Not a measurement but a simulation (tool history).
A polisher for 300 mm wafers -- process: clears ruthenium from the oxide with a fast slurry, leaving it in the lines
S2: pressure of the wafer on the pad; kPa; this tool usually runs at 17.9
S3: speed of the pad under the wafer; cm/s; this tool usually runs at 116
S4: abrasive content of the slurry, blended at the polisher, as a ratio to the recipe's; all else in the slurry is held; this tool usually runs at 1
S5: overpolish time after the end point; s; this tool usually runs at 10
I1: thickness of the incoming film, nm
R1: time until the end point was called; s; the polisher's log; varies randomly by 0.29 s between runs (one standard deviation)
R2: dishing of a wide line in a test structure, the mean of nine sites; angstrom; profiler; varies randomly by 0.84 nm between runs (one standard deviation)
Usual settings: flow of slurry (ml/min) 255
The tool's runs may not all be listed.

run 1 day=0 | flow_of_slurry_(ml/min)=195 S2=17.9 S3=116 S4=1 S5=10 | I1=157.8 | R1=33.9 R2=386
run 2 day=0.621 | flow_of_slurry_(ml/min)=255 S2=17.9 S3=116 S4=1 S5=10 | I1=160.9 | R1=32.9 R2=387
-- day=1.221 worn pad replaced by a new one
run 3 day=1.242 | flow_of_slurry_(ml/min)=255 S2=17.9 S3=116 S4=1 S5=10 | I1=159.9 | R1=31.7 R2=410
run 4 day=1.75 | flow_of_slurry_(ml/min)=255 S2=17.9 S3=116 S4=1 S5=10 | I1=159.4 | R1=31.9 R2=385
run 5 day=2.033 | flow_of_slurry_(ml/min)=255 S2=17.9 S3=116 S4=1 S5=10 | I1=161.6 | R1=32.8 R2=384
run 6 day=2.462 | flow_of_slurry_(ml/min)=255 S2=17.9 S3=116 S4=1 S5=13 | I1=160.9 | R1=33 R2=490
run 7 day=3.188 | flow_of_slurry_(ml/min)=255 S2=17.9 S3=116 S4=1 S5=13 | I1=159.1 | R1=32.8 R2=479
run 8 day=3.817 | flow_of_slurry_(ml/min)=255 S2=17.9 S3=116 S4=1 S5=10 | I1=159.7 | R1=32.6 R2=387
run 9 day=4.45 | flow_of_slurry_(ml/min)=230 S2=20.7 S3=116 S4=1 S5=10 | I1=158.6 | R1=27.9 R2=419
run 10 day=4.783 | flow_of_slurry_(ml/min)=190 S2=17.9 S3=116 S4=1 S5=13 | I1=159.1 | R1=34.2 R2=461
run 11 day=5.408 | flow_of_slurry_(ml/min)=255 S2=22.1 S3=116 S4=0.8 S5=4 | I1=159.5 | R1=30.7 R2=185
run 12 day=5.762 | flow_of_slurry_(ml/min)=305 S2=17.9 S3=116 S4=1 S5=10 | I1=157 | R1=32.5 R2=401
run 13 day=6.446 | flow_of_slurry_(ml/min)=255 S2=17.9 S3=116 S4=1 S5=10 | I1=161.2 | R1=33.1 R2=380
run 14 day=6.896 | flow_of_slurry_(ml/min)=255 S2=17.9 S3=134 S4=1 S5=10 | I1=158.2 | R1=28.1 R2=444
run 15 day=7.188 | flow_of_slurry_(ml/min)=255 S2=13.1 S3=116 S4=1.25 S5=10 | I1=161.6 | R1=40.7 R2=318
run 16 day=7.738 | flow_of_slurry_(ml/min)=255 S2=17.9 S3=116 S4=1 S5=10 | I1=158 | R1=32.2 R2=389
run 17 day=8.392 | flow_of_slurry_(ml/min)=255 S2=17.9 S3=140 S4=1.15 S5=6 | I1=159.7 | R1=25.7 R2=301
run 18 day=9.092 | flow_of_slurry_(ml/min)=255 S2=22.1 S3=126 S4=1 S5=13 | I1=160.6 | R1=25.2 R2=588
-- day=9.396 head pressure recalibrated
run 19 day=9.533 | flow_of_slurry_(ml/min)=175 S2=17.9 S3=116 S4=1 S5=10 | I1=161.8 | R1=34.8 R2=352
run 20 day=9.983 | flow_of_slurry_(ml/min)=300 S2=17.9 S3=116 S4=1.2 S5=10 | I1=160.6 | R1=30.2 R2=398
run 21 day=10.658 | flow_of_slurry_(ml/min)=255 S2=12.4 S3=116 S4=1 S5=10 | I1=161.3 | R1=48.3 R2=274
-- day=11.058 worn pad replaced by a new one
run 22 day=11.079 | flow_of_slurry_(ml/min)=255 S2=15.2 S3=152 S4=0.9 S5=12 | I1=160.9 | R1=30.5 R2=490
run 23 day=11.538 | flow_of_slurry_(ml/min)=255 S2=17.9 S3=116 S4=1 S5=10 | I1=159.4 | R1=31.7 R2=391
run 24 day=12.538 | flow_of_slurry_(ml/min)=255 S2=22.1 S3=116 S4=1 S5=7 | I1=157.6 | R1=26.5 R2=348
run 25 day=13.254 | flow_of_slurry_(ml/min)=255 S2=17.9 S3=116 S4=1 S5=10 | I1=157.4 | R1=32.4 R2=394
run 26 day=13.767 | flow_of_slurry_(ml/min)=255 S2=17.9 S3=78 S4=1 S5=8 | I1=162.6 | R1=49.8 R2=221
run 27 day=14.429 | flow_of_slurry_(ml/min)=255 S2=17.9 S3=82 S4=1 S5=10 | I1=163.2 | R1=47.8 R2=290
run 28 day=14.925 | flow_of_slurry_(ml/min)=255 S2=17.9 S3=116 S4=1 S5=10 | I1=160.8 | R1=33.4 R2=392
run 29 day=15.512 | flow_of_slurry_(ml/min)=255 S2=13.1 S3=86 S4=1 S5=10 | I1=158.2 | R1=60.7 R2=220

4 ways to go on from here, each from the tool as it stands after run 29. What would each give?
run A day=15.529 | flow_of_slurry_(ml/min)=295 S2=17.9 S3=116 S4=1 S5=10 | I1=160.4 | R1=? R2=?
run B day=15.529 | flow_of_slurry_(ml/min)=320 S2=20.7 S3=116 S4=0.9 S5=12 | I1=160.4 | R1=? R2=?
run C day=15.529 | flow_of_slurry_(ml/min)=255 S2=15.9 S3=116 S4=1.1 S5=16 | I1=160.4 | R1=? R2=?
run D day=15.529 | flow_of_slurry_(ml/min)=255 S2=22.1 S3=116 S4=0.85 S5=13 | I1=160.4 | R1=? R2=?

run=A R1=33 R2=380
run=B R1=30 R2=480
run=C R1=36.2 R2=519
run=D R1=29.7 R2=516
Without the tool's hidden state the same runs would have given:
run=A R1=31.7 R2=393
run=B R1=28.8 R2=495
run=C R1=34.8 R2=536
run=D R1=28.5 R2=532

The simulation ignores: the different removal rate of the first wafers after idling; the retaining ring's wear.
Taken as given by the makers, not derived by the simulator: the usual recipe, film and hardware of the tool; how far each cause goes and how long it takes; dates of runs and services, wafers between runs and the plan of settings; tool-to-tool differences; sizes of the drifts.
